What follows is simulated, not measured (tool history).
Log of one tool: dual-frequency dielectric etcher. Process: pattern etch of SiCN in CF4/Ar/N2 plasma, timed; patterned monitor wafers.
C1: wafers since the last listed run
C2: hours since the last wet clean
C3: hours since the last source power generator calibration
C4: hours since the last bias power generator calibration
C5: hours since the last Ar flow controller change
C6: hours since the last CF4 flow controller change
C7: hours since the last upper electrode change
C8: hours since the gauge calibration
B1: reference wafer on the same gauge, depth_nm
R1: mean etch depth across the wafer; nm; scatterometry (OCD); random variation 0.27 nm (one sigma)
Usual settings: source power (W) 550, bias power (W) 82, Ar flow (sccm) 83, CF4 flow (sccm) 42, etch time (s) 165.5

Run 1, hour 0.0: usual settings; C1 0; C2 34.5; C3 3904.2; C4 3445.9; C5 3618.4; C6 2554.4; C7 2003.1; C8 301.6; B1 209.1. Result: R1 172.8 nm.
Run 2, hour 33.6: usual settings; C1 312; C2 68.1; C3 3937.8; C4 3479.5; C5 3652.0; C6 2588.0; C7 2036.7; C8 335.2; B1 209.1. Result: R1 172.4 nm.
Run 3, hour 57.2: usual settings; C1 219; C2 91.7; C3 3961.4; C4 3503.1; C5 3675.6; C6 2611.6; C7 2060.3; C8 358.8; B1 209.1. Result: R1 172.0 nm.
At hour 96.3: upper electrode replaced.
Run 4, hour 96.8: usual settings; C1 145; C2 131.3; C3 4001.0; C4 3542.7; C5 3715.2; C6 2651.2; C7 0.5; C8 398.4; B1 209.0. Result: R1 171.8 nm.
Run 5, hour 97.1: usual settings but source power (W) 490, CF4 flow (sccm) 35; C1 2; C2 131.6; C3 4001.3; C4 3543.0; C5 3715.5; C6 2651.5; C7 0.8; C8 398.7; B1 209.1. Result: R1 153.3 nm.
Run 6, hour 109.2: usual settings but source power (W) 490, CF4 flow (sccm) 35; C1 112; C2 143.7; C3 4013.4; C4 3555.1; C5 3727.6; C6 2663.6; C7 12.9; C8 410.8; B1 209.1. Result: R1 152.5 nm.
Run 7, hour 125.9: usual settings; C1 155; C2 160.4; C3 4030.1; C4 3571.8; C5 3744.3; C6 2680.3; C7 29.6; C8 427.5; B1 208.9. Result: R1 171.2 nm.
At hour 134.8: Ar flow controller replaced.
Run 8, hour 157.1: usual settings; C1 234; C2 191.6; C3 4061.3; C4 3603.0; C5 22.3; C6 2711.5; C7 60.8; C8 458.7; B1 209.1. Result: R1 171.4 nm.
At hour 173.1: bias power generator calibrated.
Run 9, hour 180.5: usual settings; C1 180; C2 215.0; C3 4084.7; C4 7.4; C5 45.7; C6 2734.9; C7 84.2; C8 482.1; B1 209.1. Result: R1 170.4 nm.
Run 10, hour 197.2: usual settings but source power (W) 620, etch time (s) 186.0; C1 155; C2 231.7; C3 4101.4; C4 24.1; C5 62.4; C6 2751.6; C7 100.9; C8 498.8; B1 208.9. Result: R1 207.2 nm.
Run 11, hour 219.1: usual settings but source power (W) 470, bias power (W) 90, CF4 flow (sccm) 36, etch time (s) 209.5; C1 203; C2 253.6; C3 4123.3; C4 46.0; C5 84.3; C6 2773.5; C7 122.8; C8 520.7; B1 209.1. Result: R1 196.6 nm.
At hour 226.0: gauge calibrated.
Run 12, hour 240.6: usual settings but source power (W) 600; C1 200; C2 275.1; C3 4144.8; C4 67.5; C5 105.8; C6 2795.0; C7 144.3; C8 14.6; B1 208.9. Result: R1 180.4 nm.
At hour 258.3: CF4 flow controller replaced.
Run 13, hour 307.1: usual settings; C1 563; C2 341.6; C3 4211.3; C4 134.0; C5 172.3; C6 48.8; C7 210.8; C8 81.1; B1 209.1. Result: R1 169.5 nm.
At hour 331.5: wet clean of the chamber.
Run 14, hour 332.0: usual settings but Ar flow (sccm) 72; C1 8; C2 0.5; C3 4236.2; C4 158.9; C5 197.2; C6 73.7; C7 235.7; C8 106.0; B1 208.8. Result: R1 174.6 nm.
At hour 340.0: source power generator calibrated.
Run 15, hour 340.5: usual settings; C1 41; C2 9.0; C3 0.5; C4 167.4; C5 205.7; C6 82.2; C7 244.2; C8 114.5; B1 209.0. Result: R1 179.7 nm.
Run 16, hour 371.8: usual settings but source power (W) 660, etch time (s) 182.5; C1 291; C2 40.3; C3 31.8; C4 198.7; C5 237.0; C6 113.5; C7 275.5; C8 145.8; B1 209.0. Result: R1 223.0 nm.
Run 17, hour 390.6: usual settings; C1 174; C2 59.1; C3 50.6; C4 217.5; C5 255.8; C6 132.3; C7 294.3; C8 164.6; B1 208.9. Result: R1 179.1 nm.
Run 18, hour 418.1: usual settings but bias power (W) 67, CF4 flow (sccm) 32; C1 255; C2 86.6; C3 78.1; C4 245.0; C5 283.3; C6 159.8; C7 321.8; C8 192.1; B1 209.0. Result: R1 152.4 nm.
Run 19, hour 442.8: usual settings but etch time (s) 195.5; C1 229; C2 111.3; C3 102.8; C4 269.7; C5 308.0; C6 184.5; C7 346.5; C8 216.8; B1 209.0. Result: R1 211.2 nm.
Run 20, hour 472.6: usual settings; C1 277; C2 141.1; C3 132.6; C4 299.5; C5 337.8; C6 214.3; C7 376.3; C8 246.6; B1 209.0. Result: R1 178.8 nm.
Run 21, hour 485.3: usual settings but bias power (W) 70, Ar flow (sccm) 74, CF4 flow (sccm) 46, etch time (s) 139.5; C1 118; C2 153.8; C3 145.3; C4 312.2; C5 350.5; C6 227.0; C7 389.0; C8 259.3; B1 208.9. Result: R1 144.6 nm.

What the log doesn't show, run by run:
bias power that arrives over what is set, %: 0 in every run
Ar flow that arrives over what is set, %: 0 in every run
CF4 flow that arrives over what is set, %: 0 in every run
gauge reads high (%): 0 in every run
H1: etch rate over this chamber's usual, %
H2: source power that arrives over what is set, %
run       H1     H2
  1   -0.343  -4.94
  2   -0.518  -5.03
  3   -0.641  -5.09
  4   -0.847  -5.18
  5   -0.848  -5.19
  6   -0.911  -5.22
  7   -0.998  -5.26
  8    -1.16  -5.34
  9    -1.28   -5.4
 10    -1.37  -5.44
 11    -1.48   -5.5
 12     -1.6  -5.55
 13    -1.94  -5.73
 14  -0.0831  -5.79
 15   -0.127  0.456
 16    -0.29  0.456
 17   -0.388  0.455
 18   -0.531  0.454
 19    -0.66  0.453
 20   -0.815  0.451
 21   -0.881   0.45

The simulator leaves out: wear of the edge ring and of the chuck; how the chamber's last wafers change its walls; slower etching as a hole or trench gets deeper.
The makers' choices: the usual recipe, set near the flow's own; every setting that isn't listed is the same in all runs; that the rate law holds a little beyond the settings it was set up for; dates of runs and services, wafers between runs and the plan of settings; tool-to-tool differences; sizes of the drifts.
